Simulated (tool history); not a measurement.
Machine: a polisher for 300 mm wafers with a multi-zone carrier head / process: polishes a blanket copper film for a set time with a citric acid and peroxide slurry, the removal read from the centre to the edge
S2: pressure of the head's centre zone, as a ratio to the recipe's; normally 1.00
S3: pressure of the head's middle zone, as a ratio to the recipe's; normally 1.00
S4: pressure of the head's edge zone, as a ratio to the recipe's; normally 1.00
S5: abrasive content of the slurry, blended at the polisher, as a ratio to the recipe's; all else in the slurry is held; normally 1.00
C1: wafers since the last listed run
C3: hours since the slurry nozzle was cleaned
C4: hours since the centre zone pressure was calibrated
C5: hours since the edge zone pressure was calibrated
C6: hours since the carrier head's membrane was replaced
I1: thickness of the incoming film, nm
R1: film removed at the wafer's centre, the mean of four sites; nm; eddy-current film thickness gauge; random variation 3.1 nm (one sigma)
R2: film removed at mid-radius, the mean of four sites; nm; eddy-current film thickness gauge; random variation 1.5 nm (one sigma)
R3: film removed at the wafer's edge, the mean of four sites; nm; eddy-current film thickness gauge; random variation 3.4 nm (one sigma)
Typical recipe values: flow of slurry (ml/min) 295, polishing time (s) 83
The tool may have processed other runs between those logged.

{"run": 1, "hour": 0.0, "flow of slurry (ml/min)": 295, "S2": 1.0, "S3": 1.0, "S4": 1.0, "S5": 1.0, "polishing time (s)": 83, "C1": 0, "wafers polished on this pad": 1195, "C3": 522.2, "C4": 879.4, "C5": 27.6, "C6": 1882.9, "I1": 976.8, "R1": 213.5, "R2": 213.8, "R3": 214.7}
{"hour": 3.7, "done": "slurry nozzle cleaned"}
{"run": 2, "hour": 16.7, "flow of slurry (ml/min)": 260, "S2": 1.09, "S3": 0.91, "S4": 1.09, "S5": 1.0, "polishing time (s)": 83, "C1": 102, "wafers polished on this pad": 1297, "C3": 13.0, "C4": 896.1, "C5": 44.3, "C6": 1899.6, "I1": 981.5, "R1": 225.2, "R2": 191.9, "R3": 216.9}
{"run": 3, "hour": 25.0, "flow of slurry (ml/min)": 295, "S2": 1.0, "S3": 1.0, "S4": 1.0, "S5": 1.0, "polishing time (s)": 107, "C1": 54, "wafers polished on this pad": 1351, "C3": 21.3, "C4": 904.4, "C5": 52.6, "C6": 1907.9, "I1": 966.0, "R1": 267.0, "R2": 270.5, "R3": 277.1}
{"hour": 44.2, "done": "carrier head's membrane replaced by a new one"}
{"run": 4, "hour": 44.7, "flow of slurry (ml/min)": 400, "S2": 1.0, "S3": 1.0, "S4": 1.03, "S5": 1.0, "polishing time (s)": 98, "C1": 95, "wafers polished on this pad": 1447, "C3": 41.0, "C4": 924.1, "C5": 72.3, "C6": 0.5, "I1": 974.4, "R1": 252.9, "R2": 252.1, "R3": 252.1}
{"hour": 58.4, "done": "worn pad replaced by a new one"}
{"run": 5, "hour": 58.9, "flow of slurry (ml/min)": 295, "S2": 1.0, "S3": 1.0, "S4": 1.0, "S5": 1.0, "polishing time (s)": 83, "C1": 66, "wafers polished on this pad": 3, "C3": 55.2, "C4": 938.3, "C5": 86.5, "C6": 14.7, "I1": 954.0, "R1": 232.6, "R2": 231.1, "R3": 237.2}
{"run": 6, "hour": 71.0, "flow of slurry (ml/min)": 295, "S2": 1.0, "S3": 1.0, "S4": 1.0, "S5": 1.0, "polishing time (s)": 83, "C1": 78, "wafers polished on this pad": 82, "C3": 67.3, "C4": 950.4, "C5": 98.6, "C6": 26.8, "I1": 957.6, "R1": 226.7, "R2": 232.5, "R3": 234.8}
{"run": 7, "hour": 77.4, "flow of slurry (ml/min)": 295, "S2": 0.9, "S3": 1.0, "S4": 0.94, "S5": 1.0, "polishing time (s)": 83, "C1": 41, "wafers polished on this pad": 123, "C3": 73.7, "C4": 956.8, "C5": 105.0, "C6": 33.2, "I1": 965.3, "R1": 207.2, "R2": 230.2, "R3": 228.6}
{"run": 8, "hour": 84.2, "flow of slurry (ml/min)": 235, "S2": 0.89, "S3": 1.0, "S4": 1.0, "S5": 0.75, "polishing time (s)": 99, "C1": 44, "wafers polished on this pad": 168, "C3": 80.5, "C4": 963.6, "C5": 111.8, "C6": 40.0, "I1": 959.3, "R1": 230.5, "R2": 258.7, "R3": 258.5}
{"run": 9, "hour": 94.4, "flow of slurry (ml/min)": 295, "S2": 1.0, "S3": 1.08, "S4": 1.0, "S5": 0.7, "polishing time (s)": 106, "C1": 66, "wafers polished on this pad": 234, "C3": 90.7, "C4": 973.8, "C5": 122.0, "C6": 50.2, "I1": 978.8, "R1": 279.0, "R2": 293.9, "R3": 278.0}
{"run": 10, "hour": 102.7, "flow of slurry (ml/min)": 295, "S2": 1.0, "S3": 1.0, "S4": 1.0, "S5": 1.0, "polishing time (s)": 83, "C1": 54, "wafers polished on this pad": 288, "C3": 99.0, "C4": 982.1, "C5": 130.3, "C6": 58.5, "I1": 950.9, "R1": 230.6, "R2": 226.7, "R3": 229.1}
{"hour": 108.4, "done": "centre zone pressure recalibrated"}
{"run": 11, "hour": 110.7, "flow of slurry (ml/min)": 375, "S2": 1.0, "S3": 1.0, "S4": 1.0, "S5": 1.3, "polishing time (s)": 83, "C1": 39, "wafers polished on this pad": 327, "C3": 107.0, "C4": 2.3, "C5": 138.3, "C6": 66.5, "I1": 965.2, "R1": 244.9, "R2": 240.1, "R3": 232.4}
{"run": 12, "hour": 119.7, "flow of slurry (ml/min)": 295, "S2": 1.0, "S3": 1.0, "S4": 0.95, "S5": 1.0, "polishing time (s)": 83, "C1": 58, "wafers polished on this pad": 386, "C3": 116.0, "C4": 11.3, "C5": 147.3, "C6": 75.5, "I1": 980.0, "R1": 225.6, "R2": 226.2, "R3": 220.3}
{"run": 13, "hour": 127.9, "flow of slurry (ml/min)": 220, "S2": 1.0, "S3": 1.0, "S4": 1.0, "S5": 1.0, "polishing time (s)": 83, "C1": 53, "wafers polished on this pad": 439, "C3": 124.2, "C4": 19.5, "C5": 155.5, "C6": 83.7, "I1": 968.0, "R1": 211.6, "R2": 216.7, "R3": 220.5}
{"run": 14, "hour": 146.8, "flow of slurry (ml/min)": 345, "S2": 1.0, "S3": 1.0, "S4": 1.0, "S5": 1.0, "polishing time (s)": 83, "C1": 123, "wafers polished on this pad": 563, "C3": 143.1, "C4": 38.4, "C5": 174.4, "C6": 102.6, "I1": 983.5, "R1": 225.5, "R2": 222.0, "R3": 222.4}
{"run": 15, "hour": 164.1, "flow of slurry (ml/min)": 295, "S2": 1.0, "S3": 1.09, "S4": 1.0, "S5": 1.0, "polishing time (s)": 83, "C1": 112, "wafers polished on this pad": 675, "C3": 160.4, "C4": 55.7, "C5": 191.7, "C6": 119.9, "I1": 963.5, "R1": 215.8, "R2": 232.9, "R3": 217.2}
{"run": 16, "hour": 180.5, "flow of slurry (ml/min)": 345, "S2": 1.0, "S3": 1.11, "S4": 1.0, "S5": 1.0, "polishing time (s)": 83, "C1": 106, "wafers polished on this pad": 782, "C3": 176.8, "C4": 72.1, "C5": 208.1, "C6": 136.3, "I1": 975.7, "R1": 217.3, "R2": 242.2, "R3": 214.8}
{"run": 17, "hour": 192.3, "flow of slurry (ml/min)": 295, "S2": 1.0, "S3": 1.0, "S4": 1.0, "S5": 1.0, "polishing time (s)": 83, "C1": 76, "wafers polished on this pad": 859, "C3": 188.6, "C4": 83.9, "C5": 219.9, "C6": 148.1, "I1": 959.1, "R1": 216.9, "R2": 214.1, "R3": 215.3}
{"run": 18, "hour": 198.3, "flow of slurry (ml/min)": 295, "S2": 1.0, "S3": 1.0, "S4": 1.0, "S5": 1.0, "polishing time (s)": 83, "C1": 39, "wafers polished on this pad": 898, "C3": 194.6, "C4": 89.9, "C5": 225.9, "C6": 154.1, "I1": 984.6, "R1": 217.7, "R2": 216.4, "R3": 210.9}
{"run": 19, "hour": 213.7, "flow of slurry (ml/min)": 295, "S2": 1.0, "S3": 1.0, "S4": 1.0, "S5": 1.0, "polishing time (s)": 83, "C1": 100, "wafers polished on this pad": 999, "C3": 210.0, "C4": 105.3, "C5": 241.3, "C6": 169.5, "I1": 968.0, "R1": 218.2, "R2": 215.2, "R3": 215.1}
{"run": 20, "hour": 225.6, "flow of slurry (ml/min)": 295, "S2": 1.0, "S3": 1.09, "S4": 1.0, "S5": 1.25, "polishing time (s)": 83, "C1": 77, "wafers polished on this pad": 1076, "C3": 221.9, "C4": 117.2, "C5": 253.2, "C6": 181.4, "I1": 964.4, "R1": 219.4, "R2": 237.8, "R3": 223.1}
{"run": 21, "hour": 231.9, "flow of slurry (ml/min)": 295, "S2": 1.0, "S3": 1.0, "S4": 1.0, "S5": 1.0, "polishing time (s)": 83, "C1": 41, "wafers polished on this pad": 1117, "C3": 228.2, "C4": 123.5, "C5": 259.5, "C6": 187.7, "I1": 982.0, "R1": 213.7, "R2": 213.6, "R3": 207.1}

Here are 5 independent what-if runs from the current tool condition. What would each one return?
{"run": "A", "hour": 232.4, "flow of slurry (ml/min)": 295, "S2": 1.0, "S3": 1.0, "S4": 1.0, "S5": 1.0, "polishing time (s)": 83, "C1": 3, "wafers polished on this pad": 1120, "C3": 228.7, "C4": 124.0, "C5": 260.0, "C6": 188.2, "I1": 966.0, "R1": "?", "R2": "?", "R3": "?"}
{"run": "B", "hour": 232.4, "flow of slurry (ml/min)": 295, "S2": 0.93, "S3": 1.0, "S4": 1.0, "S5": 1.0, "polishing time (s)": 83, "C1": 3, "wafers polished on this pad": 1120, "C3": 228.7, "C4": 124.0, "C5": 260.0, "C6": 188.2, "I1": 966.0, "R1": "?", "R2": "?", "R3": "?"}
{"run": "C", "hour": 232.4, "flow of slurry (ml/min)": 395, "S2": 1.0, "S3": 1.0, "S4": 1.08, "S5": 1.0, "polishing time (s)": 83, "C1": 3, "wafers polished on this pad": 1120, "C3": 228.7, "C4": 124.0, "C5": 260.0, "C6": 188.2, "I1": 966.0, "R1": "?", "R2": "?", "R3": "?"}
{"run": "D", "hour": 232.4, "flow of slurry (ml/min)": 295, "S2": 1.11, "S3": 1.0, "S4": 0.95, "S5": 1.2, "polishing time (s)": 83, "C1": 3, "wafers polished on this pad": 1120, "C3": 228.7, "C4": 124.0, "C5": 260.0, "C6": 188.2, "I1": 966.0, "R1": "?", "R2": "?", "R3": "?"}
{"run": "E", "hour": 232.4, "flow of slurry (ml/min)": 295, "S2": 1.05, "S3": 1.0, "S4": 1.0, "S5": 1.0, "polishing time (s)": 83, "C1": 3, "wafers polished on this pad": 1120, "C3": 228.7, "C4": 124.0, "C5": 260.0, "C6": 188.2, "I1": 966.0, "R1": "?", "R2": "?", "R3": "?"}

run=A R1=216.9 R2=210.2 R3=215.2
run=B R1=201.6 R2=210.2 R3=215.2
run=C R1=223.4 R2=215.9 R3=228.2
run=D R1=247.7 R2=216.0 R3=215.9
run=E R1=227.8 R2=210.1 R3=215.2
Without the tool's hidden state the same runs would have given:
run=A R1=242.1 R2=234.6 R3=240.2
run=B R1=225.0 R2=234.7 R3=240.2
run=C R1=249.4 R2=240.9 R3=254.7
run=D R1=276.5 R2=241.1 R3=241.0
run=E R1=254.3 R2=234.5 R3=240.2

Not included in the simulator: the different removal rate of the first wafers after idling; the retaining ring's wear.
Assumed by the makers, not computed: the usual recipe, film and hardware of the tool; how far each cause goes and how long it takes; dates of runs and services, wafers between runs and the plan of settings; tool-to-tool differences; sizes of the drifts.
